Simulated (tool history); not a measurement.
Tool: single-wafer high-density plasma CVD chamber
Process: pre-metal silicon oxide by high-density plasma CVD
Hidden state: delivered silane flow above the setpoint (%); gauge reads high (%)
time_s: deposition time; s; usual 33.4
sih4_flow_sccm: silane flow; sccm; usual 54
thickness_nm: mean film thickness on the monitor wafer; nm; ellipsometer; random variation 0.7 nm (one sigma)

| run | hour | time_s | sih4_flow_sccm | wafers since the last listed run | hours since the silane flow controller was replaced | hours since the gauge calibration | read-back reference wafer on the same gauge, thickness_nm | thickness_nm |
|---|---|---|---|---|---|---|---|---|
| 1 | 0.0 | 33.4 | 54 | 0 | 4207.9 | 71.2 | 144.047 | 178.597 |
| 2 | 34.1 | 33.4 | 54 | 1079 | 4242.0 | 105.3 | 143.957 | 178.576 |
| 3 | 55.4 | 33.4 | 54 | 674 | 4263.3 | 126.6 | 143.857 | 178.708 |
| 4 | 90.2 | 35.8 | 50 | 1101 | 4298.1 | 161.4 | 143.901 | 177.572 |
| 5 | 118.6 | 33.4 | 54 | 899 | 4326.5 | 189.8 | 143.784 | 178.208 |
| 6 | 141.9 | 33.4 | 54 | 737 | 4349.8 | 213.1 | 144.165 | 177.860 |
| 7 | 162.7 | 33.4 | 54 | 658 | 4370.6 | 233.9 | 144.111 | 178.244 |
| 8 | 191.6 | 33.4 | 54 | 914 | 4399.5 | 262.8 | 143.832 | 178.566 |
|  | 221.4 | silane flow controller replaced |
| 9 | 221.9 | 33.4 | 54 | 706 | 0.5 | 293.1 | 143.905 | 178.036 |
| 10 | 240.4 | 31.3 | 54 | 585 | 19.0 | 311.6 | 144.086 | 168.065 |
| 11 | 265.0 | 29.1 | 60 | 778 | 43.6 | 336.2 | 143.602 | 171.866 |
| 12 | 292.4 | 28.3 | 43 | 867 | 71.0 | 363.6 | 143.778 | 119.806 |
| 13 | 315.8 | 33.4 | 54 | 740 | 94.4 | 387.0 | 144.176 | 178.600 |
| 14 | 351.5 | 33.4 | 54 | 1130 | 130.1 | 422.7 | 143.707 | 177.994 |
| 15 | 376.5 | 29.9 | 62 | 791 | 155.1 | 447.7 | 144.092 | 183.373 |
|  | 376.6 | gauge calibrated |
| 16 | 401.6 | 38.9 | 64 | 794 | 180.2 | 25.0 | 143.908 | 246.576 |
| 17 | 422.8 | 37.5 | 63 | 671 | 201.4 | 46.2 | 143.921 | 234.195 |
| 18 | 440.3 | 40.0 | 50 | 554 | 218.9 | 63.7 | 143.845 | 198.237 |
| 19 | 455.1 | 29.0 | 62 | 468 | 233.7 | 78.5 | 143.898 | 176.932 |
| 20 | 480.8 | 33.4 | 46 | 813 | 259.4 | 104.2 | 143.915 | 151.565 |

The tool's hidden state at each run:
delivered silane flow above the setpoint (%): 0 in every run
gauge reads high (%): 0 in every run
